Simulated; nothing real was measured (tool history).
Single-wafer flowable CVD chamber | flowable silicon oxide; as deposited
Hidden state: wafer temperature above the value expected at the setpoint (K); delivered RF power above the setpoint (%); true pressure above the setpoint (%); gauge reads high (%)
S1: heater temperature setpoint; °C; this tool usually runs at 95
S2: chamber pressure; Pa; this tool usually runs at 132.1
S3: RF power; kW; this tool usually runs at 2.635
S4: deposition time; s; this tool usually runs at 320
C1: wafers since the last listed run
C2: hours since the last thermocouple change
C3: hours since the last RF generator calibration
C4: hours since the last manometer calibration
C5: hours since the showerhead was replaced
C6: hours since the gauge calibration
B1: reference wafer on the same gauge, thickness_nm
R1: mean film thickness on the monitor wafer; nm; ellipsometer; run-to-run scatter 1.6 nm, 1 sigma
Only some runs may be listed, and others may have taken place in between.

{"run": 1, "hour": 0.0, "S1": 95, "S2": 132.1, "S3": 2.635, "S4": 320, "C1": 0, "C2": 927.9, "C3": 1270.2, "C4": 1180.8, "C5": 8161.8, "C6": 95.8, "B1": 410.576, "R1": 344.402}
{"run": 2, "hour": 17.1, "S1": 95, "S2": 132.1, "S3": 2.635, "S4": 320, "C1": 87, "C2": 945, "C3": 1287.3, "C4": 1197.9, "C5": 8178.9, "C6": 112.9, "B1": 410.622, "R1": 346.706}
{"run": 3, "hour": 27.6, "S1": 95, "S2": 132.1, "S3": 2.635, "S4": 320, "C1": 53, "C2": 955.5, "C3": 1297.8, "C4": 1208.4, "C5": 8189.4, "C6": 123.4, "B1": 410.776, "R1": 344.188}
{"run": 4, "hour": 43.3, "S1": 95, "S2": 132.1, "S3": 2.635, "S4": 320, "C1": 79, "C2": 971.2, "C3": 1313.5, "C4": 1224.1, "C5": 8205.1, "C6": 139.1, "B1": 411.12, "R1": 343.494}
{"run": 5, "hour": 52.0, "S1": 95, "S2": 150.8, "S3": 2.915, "S4": 320, "C1": 44, "C2": 979.9, "C3": 1322.2, "C4": 1232.8, "C5": 8213.8, "C6": 147.8, "B1": 410.834, "R1": 394.437}
{"run": 6, "hour": 66.3, "S1": 95, "S2": 150.8, "S3": 2.915, "S4": 320, "C1": 72, "C2": 994.2, "C3": 1336.5, "C4": 1247.1, "C5": 8228.1, "C6": 162.1, "B1": 411.008, "R1": 395.836}
{"run": 7, "hour": 81.1, "S1": 95, "S2": 150.8, "S3": 2.915, "S4": 320, "C1": 75, "C2": 1009, "C3": 1351.3, "C4": 1261.9, "C5": 8242.9, "C6": 176.9, "B1": 411.262, "R1": 397.99}
{"hour": 99.2, "done": "capacitance manometer re-zeroed and calibrated"}
{"run": 8, "hour": 99.7, "S1": 95, "S2": 132.1, "S3": 2.22, "S4": 320, "C1": 53, "C2": 1027.6, "C3": 1369.9, "C4": 0.5, "C5": 8261.5, "C6": 195.5, "B1": 410.894, "R1": 320.047}
{"hour": 113.2, "done": "thermocouple changed; heater temperature recalibrated"}
{"run": 9, "hour": 113.7, "S1": 95, "S2": 151.3, "S3": 2.635, "S4": 320, "C1": 30, "C2": 0.5, "C3": 1383.9, "C4": 14.5, "C5": 8275.5, "C6": 209.5, "B1": 411.541, "R1": 374.327}
{"run": 10, "hour": 125.2, "S1": 95, "S2": 155.6, "S3": 2.635, "S4": 320, "C1": 58, "C2": 12, "C3": 1395.4, "C4": 26, "C5": 8287, "C6": 221, "B1": 411.014, "R1": 387.296}
{"hour": 142.7, "done": "showerhead replaced"}
{"run": 11, "hour": 143.2, "S1": 95, "S2": 155.6, "S3": 2.635, "S4": 320, "C1": 50, "C2": 30, "C3": 1413.4, "C4": 44, "C5": 0.5, "C6": 239, "B1": 410.963, "R1": 387.729}
{"run": 12, "hour": 158.9, "S1": 95, "S2": 132.1, "S3": 2.635, "S4": 320, "C1": 79, "C2": 45.7, "C3": 1429.1, "C4": 59.7, "C5": 16.2, "C6": 254.7, "B1": 411.501, "R1": 325.841}
{"hour": 171.3, "done": "capacitance manometer re-zeroed and calibrated, repeated, since the last time left the tool worse"}
{"hour": 202.6, "done": "RF generator calibrated"}
{"run": 13, "hour": 203.1, "S1": 95, "S2": 150.8, "S3": 2.915, "S4": 320, "C1": 143, "C2": 89.9, "C3": 0.5, "C4": 31.8, "C5": 60.4, "C6": 298.9, "B1": 411.176, "R1": 415.829}
{"run": 14, "hour": 212.5, "S1": 85, "S2": 132.1, "S3": 2.635, "S4": 320, "C1": 47, "C2": 99.3, "C3": 9.9, "C4": 41.2, "C5": 69.8, "C6": 308.3, "B1": 411.369, "R1": 518.351}
{"run": 15, "hour": 227.2, "S1": 95, "S2": 132.1, "S3": 2.635, "S4": 320, "C1": 74, "C2": 114, "C3": 24.6, "C4": 55.9, "C5": 84.5, "C6": 323, "B1": 410.719, "R1": 361.856}
{"hour": 235.0, "done": "gauge calibrated"}
{"run": 16, "hour": 241.2, "S1": 95, "S2": 165.1, "S3": 2.37, "S4": 320, "C1": 71, "C2": 128, "C3": 38.6, "C4": 69.9, "C5": 98.5, "C6": 6.2, "B1": 410.946, "R1": 443.616}
{"run": 17, "hour": 249.0, "S1": 83, "S2": 132.1, "S3": 2.635, "S4": 320, "C1": 39, "C2": 135.8, "C3": 46.4, "C4": 77.7, "C5": 106.3, "C6": 14, "B1": 411.405, "R1": 550.376}
{"run": 18, "hour": 260.0, "S1": 95, "S2": 132.1, "S3": 2.635, "S4": 320, "C1": 55, "C2": 146.8, "C3": 57.4, "C4": 88.7, "C5": 117.3, "C6": 25, "B1": 410.601, "R1": 365.302}
{"run": 19, "hour": 272.7, "S1": 99, "S2": 123.7, "S3": 2.635, "S4": 342, "C1": 64, "C2": 159.5, "C3": 70.1, "C4": 101.4, "C5": 130, "C6": 37.7, "B1": 411.124, "R1": 313.349}
{"run": 20, "hour": 284.4, "S1": 95, "S2": 132.1, "S3": 2.37, "S4": 340, "C1": 59, "C2": 171.2, "C3": 81.8, "C4": 113.1, "C5": 141.7, "C6": 49.4, "B1": 411.075, "R1": 380.441}
{"run": 21, "hour": 297.5, "S1": 95, "S2": 132.1, "S3": 2.635, "S4": 381, "C1": 66, "C2": 184.3, "C3": 94.9, "C4": 126.2, "C5": 154.8, "C6": 62.5, "B1": 411.105, "R1": 434.621}
{"run": 22, "hour": 309.0, "S1": 86, "S2": 113.2, "S3": 2.8, "S4": 275, "C1": 58, "C2": 195.8, "C3": 106.4, "C4": 137.7, "C5": 166.3, "C6": 74, "B1": 410.986, "R1": 371.797}

Branching from run 22: 3 alternative next runs. What would each branch give?
{"run": "A", "hour": 309.5, "S1": 95, "S2": 132.1, "S3": 2.635, "S4": 320, "C1": 2, "C2": 196.3, "C3": 106.9, "C4": 138.2, "C5": 166.8, "C6": 74.5, "B1": "?", "R1": "?"}
{"run": "B", "hour": 309.5, "S1": 90, "S2": 132.1, "S3": 2.78, "S4": 340, "C1": 2, "C2": 196.3, "C3": 106.9, "C4": 138.2, "C5": 166.8, "C6": 74.5, "B1": "?", "R1": "?"}
{"run": "C", "hour": 309.5, "S1": 107, "S2": 132.1, "S3": 2.635, "S4": 366, "C1": 2, "C2": 196.3, "C3": 106.9, "C4": 138.2, "C5": 166.8, "C6": 74.5, "B1": "?", "R1": "?"}

run=A B1=411.046 R1=361.488
run=B B1=411.046 R1=466.06
run=C B1=411.046 R1=262.641
What these runs would have given with no unlogged condition in the tool:
run=A R1=364.983
run=B R1=470.566
run=C R1=265.18
